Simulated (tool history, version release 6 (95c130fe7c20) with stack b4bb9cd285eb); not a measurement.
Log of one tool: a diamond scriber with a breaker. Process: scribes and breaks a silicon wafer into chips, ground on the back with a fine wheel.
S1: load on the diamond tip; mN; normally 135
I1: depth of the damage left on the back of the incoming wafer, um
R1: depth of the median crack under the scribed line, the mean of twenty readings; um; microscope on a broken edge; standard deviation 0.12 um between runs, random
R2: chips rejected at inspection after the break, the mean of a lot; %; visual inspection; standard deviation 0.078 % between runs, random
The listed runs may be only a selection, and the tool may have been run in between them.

| run | hour | S1 | I1 | R1 | R2 |
|---|---|---|---|---|---|
| 1 | 0.0 | 135 | 1.99 | 14.05 | 1.28 |
| 2 | 37.2 | 135 | 2.18 | 14.02 | 1.47 |
| 3 | 95.3 | 135 | 2.05 | 13.97 | 1.41 |
| 4 | 141.2 | 135 | 2.95 | 14.22 | 1.78 |
|  | 168.0 | load on the tip recalibrated |
| 5 | 211.6 | 135 | 2.81 | 13.96 | 1.74 |
| 6 | 262.7 | 135 | 1.59 | 13.89 | 1.25 |
| 7 | 309.5 | 151 | 1.67 | 15.20 | 1.87 |
| 8 | 357.8 | 147 | 2.04 | 14.83 | 1.77 |
| 9 | 481.9 | 107 | 2.18 | 11.96 | 5.94 |
| 10 | 550.9 | 107 | 2.94 | 11.84 | 6.01 |
| 11 | 615.3 | 107 | 1.61 | 11.83 | 4.83 |
|  | 671.1 | diamond tip replaced by a new one |
| 12 | 671.6 | 145 | 1.66 | 14.52 | 1.54 |
| 13 | 736.2 | 145 | 2.33 | 14.74 | 1.84 |
| 14 | 797.6 | 145 | 1.73 | 14.96 | 1.64 |
| 15 | 855.6 | 144 | 2.99 | 14.60 | 2.20 |
| 16 | 908.2 | 135 | 2.30 | 14.26 | 1.35 |
| 17 | 946.4 | 135 | 2.99 | 13.93 | 1.97 |
| 18 | 997.4 | 135 | 2.86 | 13.93 | 1.72 |
| 19 | 1045.9 | 115 | 2.94 | 12.50 | 4.12 |
| 20 | 1100.2 | 135 | 2.48 | 14.16 | 1.71 |
| 21 | 1152.1 | 119 | 2.71 | 12.59 | 3.14 |
| 22 | 1198.5 | 135 | 1.79 | 14.03 | 1.22 |
| 23 | 1226.2 | 135 | 1.72 | 13.96 | 1.34 |
| 24 | 1274.3 | 100 | 1.82 | 11.28 | 7.14 |
| 25 | 1330.5 | 167 | 2.96 | 16.09 | 4.89 |
| 26 | 1380.1 | 120 | 2.39 | 12.75 | 2.79 |
| 27 | 1426.9 | 98 | 1.95 | 11.04 | 9.00 |
| 28 | 1458.0 | 135 | 1.96 | 14.18 | 1.23 |
| 29 | 1496.2 | 108 | 1.60 | 12.02 | 4.54 |
| 30 | 1540.2 | 135 | 1.75 | 14.02 | 1.34 |
|  | 1558.9 | diamond tip replaced by a new one |
| 31 | 1587.0 | 156 | 2.41 | 15.66 | 2.69 |
|  | 1604.3 | load on the tip recalibrated |
| 32 | 1619.1 | 135 | 2.45 | 13.91 | 1.55 |
| 33 | 1672.0 | 135 | 1.78 | 13.93 | 1.28 |
| 34 | 1718.7 | 163 | 1.64 | 16.13 | 3.35 |
| 35 | 1773.8 | 101 | 2.69 | 11.44 | 7.75 |
| 36 | 1807.5 | 124 | 2.49 | 13.34 | 2.14 |
| 37 | 1879.2 | 97 | 2.30 | 11.04 | 9.16 |
| 38 | 1925.1 | 164 | 1.75 | 15.87 | 4.03 |
| 39 | 1987.8 | 153 | 2.64 | 15.17 | 2.77 |
| 40 | 2020.2 | 114 | 2.35 | 12.56 | 3.70 |
| 41 | 2085.8 | 96 | 2.16 | 10.85 | 9.11 |
| 42 | 2118.2 | 156 | 2.28 | 15.39 | 2.53 |

State the hidden condition of the tool at each of the runs:
share of the diamond tip's cutting effectiveness lost through wear, %: 0 across all the runs
deviation of the load on the tip from its setpoint, %: 0 across all the runs

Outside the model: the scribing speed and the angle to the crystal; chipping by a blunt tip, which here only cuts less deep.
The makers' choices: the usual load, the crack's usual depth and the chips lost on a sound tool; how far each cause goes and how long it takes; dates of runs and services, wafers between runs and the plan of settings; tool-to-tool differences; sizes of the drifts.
